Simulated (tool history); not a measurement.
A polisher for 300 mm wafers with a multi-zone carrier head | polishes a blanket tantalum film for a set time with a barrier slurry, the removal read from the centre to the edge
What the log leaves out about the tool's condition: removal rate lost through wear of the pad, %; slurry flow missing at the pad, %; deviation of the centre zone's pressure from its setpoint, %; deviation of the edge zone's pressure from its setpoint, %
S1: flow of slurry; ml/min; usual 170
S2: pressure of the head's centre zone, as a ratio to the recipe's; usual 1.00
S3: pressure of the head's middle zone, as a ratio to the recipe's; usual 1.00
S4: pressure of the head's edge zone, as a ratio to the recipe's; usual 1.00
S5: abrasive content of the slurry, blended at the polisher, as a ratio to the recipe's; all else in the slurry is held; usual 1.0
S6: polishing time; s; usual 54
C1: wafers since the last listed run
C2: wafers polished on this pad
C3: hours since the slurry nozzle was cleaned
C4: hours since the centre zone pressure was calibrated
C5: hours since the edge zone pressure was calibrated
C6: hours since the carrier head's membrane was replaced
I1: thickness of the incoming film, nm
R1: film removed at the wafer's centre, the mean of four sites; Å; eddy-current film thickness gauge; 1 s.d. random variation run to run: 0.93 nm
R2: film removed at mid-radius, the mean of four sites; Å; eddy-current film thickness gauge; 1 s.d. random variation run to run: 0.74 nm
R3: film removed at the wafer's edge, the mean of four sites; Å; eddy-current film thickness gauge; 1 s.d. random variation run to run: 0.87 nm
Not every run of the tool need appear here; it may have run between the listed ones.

run 1 hour=0.0 | S1=200 S2=1.00 S3=1.00 S4=1.00 S5=1.0 S6=54 | C1=0 C2=3795 C3=397.1 C4=513.0 C5=1111.0 C6=77.3 | I1=340.5 | R1=759 R2=740 R3=791
-- hour=12.2 edge zone pressure recalibrated
run 2 hour=63.1 | S1=170 S2=1.00 S3=1.00 S4=1.00 S5=1.0 S6=54 | C1=720 C2=4515 C3=460.2 C4=576.1 C5=50.9 C6=140.4 | I1=340.6 | R1=763 R2=727 R3=772
-- hour=152.5 slurry nozzle cleaned
run 3 hour=170.3 | S1=170 S2=1.00 S3=1.00 S4=1.00 S5=1.0 S6=54 | C1=1251 C2=5766 C3=17.8 C4=683.3 C5=158.1 C6=247.6 | I1=342.2 | R1=743 R2=720 R3=774
-- hour=213.5 worn pad replaced by a new one
run 4 hour=234.9 | S1=170 S2=1.00 S3=1.00 S4=1.00 S5=1.0 S6=54 | C1=714 C2=251 C3=82.4 C4=747.9 C5=222.7 C6=312.2 | I1=342.6 | R1=736 R2=731 R3=781
run 5 hour=341.2 | S1=190 S2=1.00 S3=1.00 S4=1.00 S5=1.0 S6=54 | C1=1252 C2=1504 C3=188.7 C4=854.2 C5=329.0 C6=418.5 | I1=340.0 | R1=759 R2=734 R3=765
run 6 hour=414.6 | S1=170 S2=1.00 S3=1.00 S4=1.00 S5=1.0 S6=54 | C1=865 C2=2369 C3=262.1 C4=927.6 C5=402.4 C6=491.9 | I1=339.0 | R1=739 R2=729 R3=770
-- hour=420.0 centre zone pressure recalibrated
run 7 hour=497.9 | S1=170 S2=1.00 S3=1.00 S4=1.00 S5=1.0 S6=54 | C1=958 C2=3327 C3=345.4 C4=77.9 C5=485.7 C6=575.2 | I1=342.6 | R1=743 R2=734 R3=756
run 8 hour=537.6 | S1=170 S2=0.88 S3=1.00 S4=1.00 S5=1.0 S6=54 | C1=467 C2=3795 C3=385.1 C4=117.6 C5=525.4 C6=614.9 | I1=336.8 | R1=645 R2=727 R3=752
run 9 hour=593.6 | S1=190 S2=1.00 S3=0.95 S4=1.00 S5=1.0 S6=54 | C1=659 C2=4455 C3=441.1 C4=173.6 C5=581.4 C6=670.9 | I1=341.8 | R1=749 R2=709 R3=773
-- hour=664.4 worn pad replaced by a new one
run 10 hour=670.6 | S1=190 S2=0.96 S3=1.00 S4=1.06 S5=1.0 S6=62 | C1=860 C2=73 C3=518.1 C4=250.6 C5=658.4 C6=747.9 | I1=339.4 | R1=830 R2=855 R3=917
-- hour=813.3 slurry nozzle cleaned
run 11 hour=888.6 | S1=170 S2=1.00 S3=1.00 S4=1.00 S5=1.0 S6=54 | C1=2557 C2=2630 C3=75.3 C4=468.6 C5=876.4 C6=965.9 | I1=335.3 | R1=739 R2=738 R3=768
run 12 hour=1021.8 | S1=170 S2=1.00 S3=1.00 S4=1.10 S5=1.2 S6=54 | C1=1569 C2=4200 C3=208.5 C4=601.8 C5=1009.6 C6=1099.1 | I1=344.7 | R1=784 R2=769 R3=842

Run 13 is up next; what results do you expect?
run 13 hour=1098.4 | S1=170 S2=1.00 S3=1.00 S4=1.09 S5=1.0 S6=54 | C1=902 C2=5103 C3=285.1 C4=678.4 C5=1086.2 C6=1175.7 | I1=337.4 | R1=? R2=? R3=?

Run 13 measured R1 740 Å, R2 725 Å, R3 784 Å.
Minus the tool's unlogged condition, the same run would have read R1 740 Å, R2 725 Å, R3 784 Å.
